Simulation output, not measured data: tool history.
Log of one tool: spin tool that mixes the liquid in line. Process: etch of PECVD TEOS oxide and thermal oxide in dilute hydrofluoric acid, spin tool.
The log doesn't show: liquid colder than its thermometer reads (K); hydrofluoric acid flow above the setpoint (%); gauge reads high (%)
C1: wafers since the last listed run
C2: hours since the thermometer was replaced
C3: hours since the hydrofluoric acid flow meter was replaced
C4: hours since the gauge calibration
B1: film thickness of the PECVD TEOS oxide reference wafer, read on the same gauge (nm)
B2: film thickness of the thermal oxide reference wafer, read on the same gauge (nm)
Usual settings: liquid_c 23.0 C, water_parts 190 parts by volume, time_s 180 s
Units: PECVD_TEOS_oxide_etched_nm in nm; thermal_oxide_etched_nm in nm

run 1 hour=0.0 | liquid_c=23.0 water_parts=190 time_s=180 | C1=0 C2=896.6 C3=1463.5 C4=96.2 | B1=89.34 B2=59.516 | PECVD_TEOS_oxide_etched_nm=24.22 thermal_oxide_etched_nm=3.854
run 2 hour=32.1 | liquid_c=23.0 water_parts=190 time_s=180 | C1=307 C2=928.7 C3=1495.6 C4=128.3 | B1=89.16 B2=59.434 | PECVD_TEOS_oxide_etched_nm=24.05 thermal_oxide_etched_nm=3.871
run 3 hour=62.5 | liquid_c=23.0 water_parts=190 time_s=180 | C1=290 C2=959.1 C3=1526.0 C4=158.7 | B1=89.06 B2=59.354 | PECVD_TEOS_oxide_etched_nm=23.88 thermal_oxide_etched_nm=3.838
run 4 hour=89.4 | liquid_c=23.0 water_parts=190 time_s=180 | C1=257 C2=986.0 C3=1552.9 C4=185.6 | B1=89.02 B2=59.351 | PECVD_TEOS_oxide_etched_nm=23.94 thermal_oxide_etched_nm=3.868
run 5 hour=117.7 | liquid_c=23.0 water_parts=190 time_s=180 | C1=270 C2=1014.3 C3=1581.2 C4=213.9 | B1=88.97 B2=59.308 | PECVD_TEOS_oxide_etched_nm=23.83 thermal_oxide_etched_nm=3.784
-- hour=124.8 thermometer replaced
run 6 hour=136.8 | liquid_c=23.0 water_parts=190 time_s=180 | C1=173 C2=12.0 C3=1600.3 C4=233.0 | B1=88.89 B2=59.312 | PECVD_TEOS_oxide_etched_nm=24.03 thermal_oxide_etched_nm=3.879
run 7 hour=149.7 | liquid_c=23.0 water_parts=190 time_s=180 | C1=123 C2=24.9 C3=1613.2 C4=245.9 | B1=88.93 B2=59.257 | PECVD_TEOS_oxide_etched_nm=23.95 thermal_oxide_etched_nm=3.851
run 8 hour=162.1 | liquid_c=24.5 water_parts=190 time_s=180 | C1=118 C2=37.3 C3=1625.6 C4=258.3 | B1=88.94 B2=59.282 | PECVD_TEOS_oxide_etched_nm=25.40 thermal_oxide_etched_nm=4.073
run 9 hour=188.5 | liquid_c=27.0 water_parts=95 time_s=230 | C1=252 C2=63.7 C3=1652.0 C4=284.7 | B1=88.83 B2=59.256 | PECVD_TEOS_oxide_etched_nm=79.66 thermal_oxide_etched_nm=12.896
-- hour=209.6 gauge calibrated
run 10 hour=211.3 | liquid_c=23.0 water_parts=190 time_s=245 | C1=218 C2=86.5 C3=1674.8 C4=1.7 | B1=90.17 B2=60.101 | PECVD_TEOS_oxide_etched_nm=33.18 thermal_oxide_etched_nm=5.256
-- hour=224.1 hydrofluoric acid flow meter replaced
run 11 hour=239.1 | liquid_c=19.5 water_parts=190 time_s=180 | C1=256 C2=114.3 C3=15.0 C4=29.5 | B1=89.87 B2=59.896 | PECVD_TEOS_oxide_etched_nm=21.15 thermal_oxide_etched_nm=3.421
run 12 hour=258.7 | liquid_c=23.0 water_parts=105 time_s=180 | C1=187 C2=133.9 C3=34.6 C4=49.1 | B1=89.71 B2=59.792 | PECVD_TEOS_oxide_etched_nm=48.47 thermal_oxide_etched_nm=7.692
run 13 hour=276.3 | liquid_c=23.0 water_parts=190 time_s=180 | C1=168 C2=151.5 C3=52.2 C4=66.7 | B1=89.60 B2=59.723 | PECVD_TEOS_oxide_etched_nm=24.22 thermal_oxide_etched_nm=3.881
run 14 hour=299.6 | liquid_c=23.0 water_parts=190 time_s=180 | C1=223 C2=174.8 C3=75.5 C4=90.0 | B1=89.44 B2=59.617 | PECVD_TEOS_oxide_etched_nm=24.05 thermal_oxide_etched_nm=3.860

How the hidden state differs across the entries between the runs, from the last listed run before each to the first after it:
Between runs 5 and 6: thermometer replaced (hour 124.8)
  gauge reads high (%): -1.16 -> -1.19
  measured less the result without the state, PECVD_TEOS_oxide_etched_nm: -0.28 -> -0.29 nm; thermal_oxide_etched_nm: -0.045 -> -0.046 nm
Between runs 9 and 10: gauge calibrated (hour 209.6)
  gauge reads high (%): -1.25 -> 0.156
  measured less the result without the state, PECVD_TEOS_oxide_etched_nm: -1.01 -> +0.05 nm; thermal_oxide_etched_nm: -0.164 -> +0.009 nm
Between runs 10 and 11: hydrofluoric acid flow meter replaced (hour 224.1)
  gauge reads high (%): 0.156 -> -0.149
  measured less the result without the state, PECVD_TEOS_oxide_etched_nm: +0.05 -> -0.03 nm; thermal_oxide_etched_nm: +0.009 -> -0.005 nm
